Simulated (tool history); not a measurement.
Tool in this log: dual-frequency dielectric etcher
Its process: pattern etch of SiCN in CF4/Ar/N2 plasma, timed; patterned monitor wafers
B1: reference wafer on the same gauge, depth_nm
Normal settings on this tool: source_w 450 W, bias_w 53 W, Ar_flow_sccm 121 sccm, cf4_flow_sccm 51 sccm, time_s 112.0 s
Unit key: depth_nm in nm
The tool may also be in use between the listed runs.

Run 1, hour 0.0: usual settings; B1 71.3. Result: depth_nm 83.6 nm.
At hour 28.4: bias power generator calibrated.
Run 2, hour 69.5: usual settings; B1 71.3. Result: depth_nm 84.9 nm.
At hour 77.4: source power generator calibrated.
At hour 99.3: Ar flow controller replaced.
At hour 108.7: wet clean of the chamber.
Run 3, hour 162.7: usual settings but time_s 119.0 s; B1 71.3. Result: depth_nm 92.6 nm.
Run 4, hour 208.3: usual settings but time_s 119.0 s; B1 71.3. Result: depth_nm 92.0 nm.
Run 5, hour 302.9: usual settings but time_s 119.0 s; B1 71.3. Result: depth_nm 91.5 nm.
At hour 317.8: CF4 flow controller replaced.
At hour 345.6: gauge calibrated.
Run 6, hour 403.9: usual settings but time_s 137.5 s; B1 71.3. Result: depth_nm 105.5 nm.
Run 7, hour 448.6: usual settings but source_w 350 W; B1 71.3. Result: depth_nm 65.3 nm.
Run 8, hour 546.6: usual settings but Ar_flow_sccm 150 sccm; B1 71.3. Result: depth_nm 81.1 nm.
Run 9, hour 588.9: usual settings; B1 71.3. Result: depth_nm 85.0 nm.
At hour 693.1: wet clean of the chamber.
Run 10, hour 732.9: usual settings but source_w 340 W; B1 71.3. Result: depth_nm 63.5 nm.
Run 11, hour 771.8: usual settings but bias_w 46 W, time_s 94.0 s; B1 71.3. Result: depth_nm 68.8 nm.
Run 12, hour 822.8: usual settings but cf4_flow_sccm 46 sccm, time_s 100.0 s; B1 71.3. Result: depth_nm 75.2 nm.
Run 13, hour 890.4: usual settings but bias_w 43 W, time_s 94.0 s; B1 71.3. Result: depth_nm 67.5 nm.
Run 14, hour 977.1: usual settings; B1 71.3. Result: depth_nm 85.3 nm.
At hour 1018.6: upper electrode replaced.
Run 15, hour 1087.5: usual settings but bias_w 45 W; B1 71.3. Result: depth_nm 80.5 nm.
At hour 1218.5: wet clean of the chamber.
Run 16, hour 1240.7: usual settings but bias_w 60 W, Ar_flow_sccm 141 sccm; B1 71.2. Result: depth_nm 86.0 nm.
Run 17, hour 1289.9: usual settings but source_w 530 W, Ar_flow_sccm 100 sccm, time_s 88.0 s; B1 71.3. Result: depth_nm 83.8 nm.
Run 18, hour 1329.9: usual settings but source_w 370 W, bias_w 47 W; B1 71.3. Result: depth_nm 66.5 nm.
Run 19, hour 1382.0: usual settings but source_w 410 W, Ar_flow_sccm 99 sccm; B1 71.3. Result: depth_nm 82.2 nm.
Run 20, hour 1450.0: usual settings; B1 71.3. Result: depth_nm 85.2 nm.
Run 21, hour 1556.6: usual settings but source_w 560 W; B1 71.3. Result: depth_nm 107.1 nm.
Run 22, hour 1597.5: usual settings but source_w 350 W, Ar_flow_sccm 107 sccm; B1 71.3. Result: depth_nm 66.2 nm.

Consider 3 possible next runs. They are alternatives, not a sequence: every one starts from the tool as it was left by run 22. What does each give?
Run A, hour 1597.9: usual settings but bias_w 43 W; B1 ?. Result: depth_nm ?.
Run B, hour 1597.9: usual settings but cf4_flow_sccm 42 sccm, time_s 80.5 s; B1 ?. Result: depth_nm ?.
Run C, hour 1597.9: usual settings but time_s 84.0 s; B1 ?. Result: depth_nm ?.

run    B1  depth_nm
  A  71.3      79.5
  B  71.3      59.7
  C  71.3      63.8
Without the tool's hidden state the same runs would have given:
run  depth_nm
  A      81.3
  B      61.1
  C      65.1
